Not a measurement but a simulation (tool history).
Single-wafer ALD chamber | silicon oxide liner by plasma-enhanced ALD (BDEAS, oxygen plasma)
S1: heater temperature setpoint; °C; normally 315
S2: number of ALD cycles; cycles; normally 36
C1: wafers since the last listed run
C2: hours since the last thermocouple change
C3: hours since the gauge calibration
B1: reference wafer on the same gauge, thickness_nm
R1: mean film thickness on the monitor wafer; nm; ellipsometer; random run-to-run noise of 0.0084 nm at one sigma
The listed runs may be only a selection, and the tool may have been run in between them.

run	hour	S1	S2	C1	C2	C3	B1	R1
1	0	315	36	0	435.8	229.8	3.452	3.374
2	48.1	322	36	313	483.9	277.9	3.445	3.35
3	98.2	315	32	326	534	328	3.45	3.008
4	166.8	315	36	446	602.6	396.6	3.451	3.381
5	229.4	315	36	407	665.2	459.2	3.451	3.365
6	289.3	315	36	390	725.1	519.1	3.446	3.364
7	339	315	36	323	774.8	568.8	3.449	3.386
8	363.5	315	36	159	799.3	593.3	3.448	3.373
9	434.5	315	36	462	870.3	664.3	3.449	3.377
10	480.5	315	30	299	916.3	710.3	3.449	2.817
11	547.5	315	31	436	983.3	777.3	3.452	2.901
12	572.2	315	36	160	1008	802	3.45	3.395
13	620.3	330	39	313	1056.1	850.1	3.455	3.6
# hour 635.7: gauge calibrated
14	644.4	327	34	156	1080.2	8.7	3.449	3.128
# hour 652.5: thermocouple changed; heater temperature recalibrated
15	686.8	315	41	223	34.3	51.1	3.448	3.835
16	740.4	308	31	349	87.9	104.7	3.454	2.923
17	790.9	315	36	328	138.4	155.2	3.448	3.388
18	816.6	315	36	167	164.1	180.9	3.45	3.373

Hidden condition of the tool, last listed run before each entry between runs versus first listed run after:
In the gap between runs 13 and 14: gauge calibrated (hour 635.7)
  no hidden state differs between the two runs
In the gap between runs 14 and 15: thermocouple changed; heater temperature recalibrated (hour 652.5)
  no hidden state differs between the two runs

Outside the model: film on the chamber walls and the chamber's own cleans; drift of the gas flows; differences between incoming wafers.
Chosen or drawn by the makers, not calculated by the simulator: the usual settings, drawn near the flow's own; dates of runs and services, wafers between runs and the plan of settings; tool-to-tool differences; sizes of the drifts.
